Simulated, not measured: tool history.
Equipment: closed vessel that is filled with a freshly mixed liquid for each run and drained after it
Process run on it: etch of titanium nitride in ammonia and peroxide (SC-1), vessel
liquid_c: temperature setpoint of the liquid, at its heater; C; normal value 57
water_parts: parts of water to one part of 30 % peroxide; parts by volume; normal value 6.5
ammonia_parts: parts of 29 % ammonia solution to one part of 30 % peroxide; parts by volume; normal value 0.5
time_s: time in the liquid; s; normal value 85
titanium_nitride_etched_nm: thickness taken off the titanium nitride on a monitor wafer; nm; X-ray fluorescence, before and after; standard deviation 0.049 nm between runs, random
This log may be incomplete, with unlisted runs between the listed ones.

| run | hour | liquid_c | water_parts | ammonia_parts | time_s | wafers since the last listed run | hours since the thermometer was replaced | hours since the ammonia flow meter was replaced | hours since the drum of ammonia solution was connected | hours since the gauge calibration | read-back film thickness of the titanium nitride reference wafer, read on the same gauge (nm) | titanium_nitride_etched_nm |
|---|---|---|---|---|---|---|---|---|---|---|---|---|
| 1 | 0 | 57 | 6.5 | 0.5 | 85 | 0 | 2127.4 | 1291.8 | 625.9 | 384 | 110.01 | 7.02 |
|  | 4.7 | ammonia flow meter replaced |
| 2 | 23.9 | 57 | 6.5 | 0.3 | 105 | 3155 | 2151.3 | 19.2 | 649.8 | 407.9 | 110 | 7.97 |
| 3 | 45.5 | 57 | 6.5 | 0.3 | 105 | 2976 | 2172.9 | 40.8 | 671.4 | 429.5 | 110.02 | 7.92 |
| 4 | 54.7 | 57 | 6.5 | 0.5 | 85 | 1267 | 2182.1 | 50 | 680.6 | 438.7 | 110.01 | 7.06 |
|  | 60.5 | gauge calibrated |
| 5 | 71.1 | 57 | 6.5 | 0.4 | 85 | 2259 | 2198.5 | 66.4 | 697 | 10.6 | 110 | 6.71 |
| 6 | 81.1 | 60.5 | 6.5 | 0.5 | 105 | 1377 | 2208.5 | 76.4 | 707 | 20.6 | 110.01 | 10.85 |
|  | 85 | new drum of ammonia solution connected |
| 7 | 94.7 | 57 | 5 | 0.75 | 85 | 1736 | 2222.1 | 90 | 9.7 | 34.2 | 109.98 | 8.32 |
| 8 | 111.3 | 53.5 | 6.5 | 0.65 | 85 | 2287 | 2238.7 | 106.6 | 26.3 | 50.8 | 110.02 | 5.74 |
| 9 | 123 | 57 | 6.5 | 0.5 | 85 | 1612 | 2250.4 | 118.3 | 38 | 62.5 | 110.02 | 6.99 |
| 10 | 140.8 | 57 | 6.5 | 0.5 | 85 | 2452 | 2268.2 | 136.1 | 55.8 | 80.3 | 109.99 | 6.9 |
| 11 | 155.5 | 57 | 8.5 | 0.45 | 85 | 2025 | 2282.9 | 150.8 | 70.5 | 95 | 110.01 | 5.94 |
| 12 | 169.4 | 48 | 6.5 | 0.5 | 85 | 1915 | 2296.8 | 164.7 | 84.4 | 108.9 | 109.98 | 3.74 |
|  | 182.1 | thermometer replaced |
| 13 | 185.2 | 57 | 6.5 | 0.35 | 85 | 2039 | 3.1 | 180.5 | 100.2 | 124.7 | 109.99 | 6.59 |
| 14 | 194.6 | 57 | 6.5 | 0.3 | 85 | 1295 | 12.5 | 189.9 | 109.6 | 134.1 | 110.02 | 6.42 |
| 15 | 204.1 | 57 | 6.5 | 0.35 | 125 | 1308 | 22 | 199.4 | 119.1 | 143.6 | 110.02 | 9.62 |
| 16 | 220.2 | 57 | 5 | 0.7 | 60 | 2218 | 38.1 | 215.5 | 135.2 | 159.7 | 110.01 | 5.78 |
| 17 | 230.8 | 63 | 6.5 | 0.5 | 85 | 1460 | 48.7 | 226.1 | 145.8 | 170.3 | 109.98 | 10.48 |
| 18 | 245.8 | 49 | 8 | 0.4 | 85 | 2066 | 63.7 | 241.1 | 160.8 | 185.3 | 110.03 | 3.51 |
| 19 | 259.7 | 57 | 6.5 | 0.5 | 85 | 1915 | 77.6 | 255 | 174.7 | 199.2 | 110.03 | 6.97 |
| 20 | 273.2 | 52.5 | 5 | 0.5 | 85 | 1860 | 91.1 | 268.5 | 188.2 | 212.7 | 110.02 | 5.77 |
| 21 | 283.9 | 53.5 | 9.5 | 0.5 | 85 | 1474 | 101.8 | 279.2 | 198.9 | 223.4 | 109.96 | 4.51 |
| 22 | 297.2 | 64 | 6.5 | 0.5 | 85 | 1832 | 115.1 | 292.5 | 212.2 | 236.7 | 110.04 | 10.9 |
| 23 | 307.9 | 57 | 5 | 0.4 | 85 | 1474 | 125.8 | 303.2 | 222.9 | 247.4 | 109.98 | 7.65 |
| 24 | 322.8 | 57 | 6.5 | 0.5 | 50 | 2052 | 140.7 | 318.1 | 237.8 | 262.3 | 109.98 | 4.06 |
| 25 | 371.9 | 61.5 | 5 | 0.75 | 85 | 6765 | 189.8 | 367.2 | 286.9 | 311.4 | 109.98 | 11.39 |
| 26 | 388.3 | 52 | 6.5 | 0.5 | 50 | 2259 | 206.2 | 383.6 | 303.3 | 327.8 | 110 | 2.9 |
| 27 | 397.9 | 51.5 | 5 | 0.65 | 105 | 1322 | 215.8 | 393.2 | 312.9 | 337.4 | 109.98 | 6.96 |

Here are 5 independent what-if runs from the current tool condition. What would each one return?
| A | 398.6 | 65.5 | 6.5 | 0.5 | 85 | 96 | 216.5 | 393.9 | 313.6 | 338.1 | ? | ? |
| B | 398.6 | 57 | 6.5 | 0.25 | 100 | 96 | 216.5 | 393.9 | 313.6 | 338.1 | ? | ? |
| C | 398.6 | 54.5 | 7.5 | 0.6 | 60 | 96 | 216.5 | 393.9 | 313.6 | 338.1 | ? | ? |
| D | 398.6 | 57 | 6.5 | 0.5 | 105 | 96 | 216.5 | 393.9 | 313.6 | 338.1 | ? | ? |
| E | 398.6 | 57 | 5 | 0.5 | 50 | 96 | 216.5 | 393.9 | 313.6 | 338.1 | ? | ? |

| run | read-back film thickness of the titanium nitride reference wafer, read on the same gauge (nm) | titanium_nitride_etched_nm |
|---|---|---|
| A | 110.02 | 11.95 |
| B | 110.02 | 7.18 |
| C | 110.02 | 3.94 |
| D | 110.02 | 8.49 |
| E | 110.02 | 4.58 |
Had the tool no hidden state, the same runs would have come out as:
| run | titanium_nitride_etched_nm |
|---|---|
| A | 11.95 |
| B | 7.18 |
| C | 3.94 |
| D | 8.49 |
| E | 4.58 |
